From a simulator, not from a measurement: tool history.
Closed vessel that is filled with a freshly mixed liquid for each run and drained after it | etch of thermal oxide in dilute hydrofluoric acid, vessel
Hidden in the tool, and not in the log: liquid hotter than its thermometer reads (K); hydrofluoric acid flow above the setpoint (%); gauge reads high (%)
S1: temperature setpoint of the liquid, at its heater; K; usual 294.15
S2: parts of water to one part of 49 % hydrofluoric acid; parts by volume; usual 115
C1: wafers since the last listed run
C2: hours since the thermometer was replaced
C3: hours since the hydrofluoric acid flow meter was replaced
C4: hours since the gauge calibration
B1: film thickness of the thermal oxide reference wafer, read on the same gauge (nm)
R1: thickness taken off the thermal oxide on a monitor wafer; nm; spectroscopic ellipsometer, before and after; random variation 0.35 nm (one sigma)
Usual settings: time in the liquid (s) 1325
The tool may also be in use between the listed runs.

{"run": 1, "hour": 0.0, "S1": 298.15, "S2": 115, "time in the liquid (s)": 1325, "C1": 0, "C2": 1987.1, "C3": 454.7, "C4": 98.5, "B1": 139.99, "R1": 58.48}
{"run": 2, "hour": 23.5, "S1": 298.15, "S2": 115, "time in the liquid (s)": 1325, "C1": 1370, "C2": 2010.6, "C3": 478.2, "C4": 122.0, "B1": 140.0, "R1": 58.7}
{"run": 3, "hour": 42.8, "S1": 292.15, "S2": 90, "time in the liquid (s)": 1325, "C1": 1125, "C2": 2029.9, "C3": 497.5, "C4": 141.3, "B1": 140.02, "R1": 61.33}
{"run": 4, "hour": 67.4, "S1": 294.15, "S2": 115, "time in the liquid (s)": 1325, "C1": 1434, "C2": 2054.5, "C3": 522.1, "C4": 165.9, "B1": 140.02, "R1": 50.11}
{"run": 5, "hour": 95.9, "S1": 294.15, "S2": 115, "time in the liquid (s)": 1325, "C1": 1662, "C2": 2083.0, "C3": 550.6, "C4": 194.4, "B1": 139.99, "R1": 50.9}
{"run": 6, "hour": 111.2, "S1": 294.15, "S2": 115, "time in the liquid (s)": 1325, "C1": 892, "C2": 2098.3, "C3": 565.9, "C4": 209.7, "B1": 139.99, "R1": 50.69}
{"run": 7, "hour": 129.8, "S1": 294.15, "S2": 115, "time in the liquid (s)": 1325, "C1": 1084, "C2": 2116.9, "C3": 584.5, "C4": 228.3, "B1": 139.99, "R1": 50.63}
{"run": 8, "hour": 144.9, "S1": 294.15, "S2": 115, "time in the liquid (s)": 1325, "C1": 880, "C2": 2132.0, "C3": 599.6, "C4": 243.4, "B1": 139.99, "R1": 51.16}
{"hour": 166.2, "done": "thermometer replaced"}
{"run": 9, "hour": 174.7, "S1": 294.15, "S2": 115, "time in the liquid (s)": 1325, "C1": 1679, "C2": 8.5, "C3": 629.4, "C4": 273.2, "B1": 140.0, "R1": 50.7}
{"run": 10, "hour": 207.6, "S1": 294.15, "S2": 115, "time in the liquid (s)": 1325, "C1": 1918, "C2": 41.4, "C3": 662.3, "C4": 306.1, "B1": 139.95, "R1": 52.06}
{"hour": 208.1, "done": "gauge calibrated"}
{"run": 11, "hour": 237.9, "S1": 295.65, "S2": 115, "time in the liquid (s)": 1325, "C1": 1767, "C2": 71.7, "C3": 692.6, "C4": 29.8, "B1": 140.01, "R1": 55.57}
{"run": 12, "hour": 256.7, "S1": 294.15, "S2": 115, "time in the liquid (s)": 1325, "C1": 1096, "C2": 90.5, "C3": 711.4, "C4": 48.6, "B1": 139.99, "R1": 51.97}
{"run": 13, "hour": 278.9, "S1": 294.15, "S2": 115, "time in the liquid (s)": 1325, "C1": 1294, "C2": 112.7, "C3": 733.6, "C4": 70.8, "B1": 139.99, "R1": 53.57}
{"run": 14, "hour": 291.8, "S1": 294.15, "S2": 115, "time in the liquid (s)": 1325, "C1": 752, "C2": 125.6, "C3": 746.5, "C4": 83.7, "B1": 140.01, "R1": 52.66}
{"hour": 312.3, "done": "hydrofluoric acid flow meter replaced"}
{"run": 15, "hour": 314.5, "S1": 291.65, "S2": 140, "time in the liquid (s)": 625, "C1": 1265, "C2": 148.3, "C3": 2.2, "C4": 106.4, "B1": 139.97, "R1": 16.1}
{"run": 16, "hour": 327.8, "S1": 294.15, "S2": 60, "time in the liquid (s)": 1325, "C1": 775, "C2": 161.6, "C3": 15.5, "C4": 119.7, "B1": 139.97, "R1": 94.69}
{"run": 17, "hour": 344.9, "S1": 295.65, "S2": 85, "time in the liquid (s)": 1325, "C1": 997, "C2": 178.7, "C3": 32.6, "C4": 136.8, "B1": 140.0, "R1": 70.05}
{"run": 18, "hour": 371.6, "S1": 292.65, "S2": 115, "time in the liquid (s)": 1325, "C1": 1557, "C2": 205.4, "C3": 59.3, "C4": 163.5, "B1": 140.0, "R1": 44.43}
{"run": 19, "hour": 403.4, "S1": 298.65, "S2": 80, "time in the liquid (s)": 1115, "C1": 1854, "C2": 237.2, "C3": 91.1, "C4": 195.3, "B1": 140.04, "R1": 72.57}
{"run": 20, "hour": 418.4, "S1": 294.15, "S2": 115, "time in the liquid (s)": 1805, "C1": 874, "C2": 252.2, "C3": 106.1, "C4": 210.3, "B1": 139.99, "R1": 64.41}
{"run": 21, "hour": 434.2, "S1": 294.15, "S2": 115, "time in the liquid (s)": 1325, "C1": 921, "C2": 268.0, "C3": 121.9, "C4": 226.1, "B1": 139.97, "R1": 47.41}
{"run": 22, "hour": 453.2, "S1": 298.15, "S2": 115, "time in the liquid (s)": 1690, "C1": 1108, "C2": 287.0, "C3": 140.9, "C4": 245.1, "B1": 139.98, "R1": 71.72}

Some steps in R1 between neighbouring runs. How much of each would the tool show without its hidden state too (settings, what came in, random variation), and how much is left for the hidden state, with any gauge scatter that isn't in both results?
Run 14 -> 15: S1 294.15 -> 291.65, S2 115 -> 140, time in the liquid (s) 1325 -> 625, hydrofluoric acid flow meter replaced. R1 -36.56 nm: hidden state -6.32, all else -30.24.
Run 15 -> 16: S1 291.65 -> 294.15, S2 140 -> 60, time in the liquid (s) 625 -> 1325. R1 +78.59 nm: hidden state +1.44, all else +77.15.
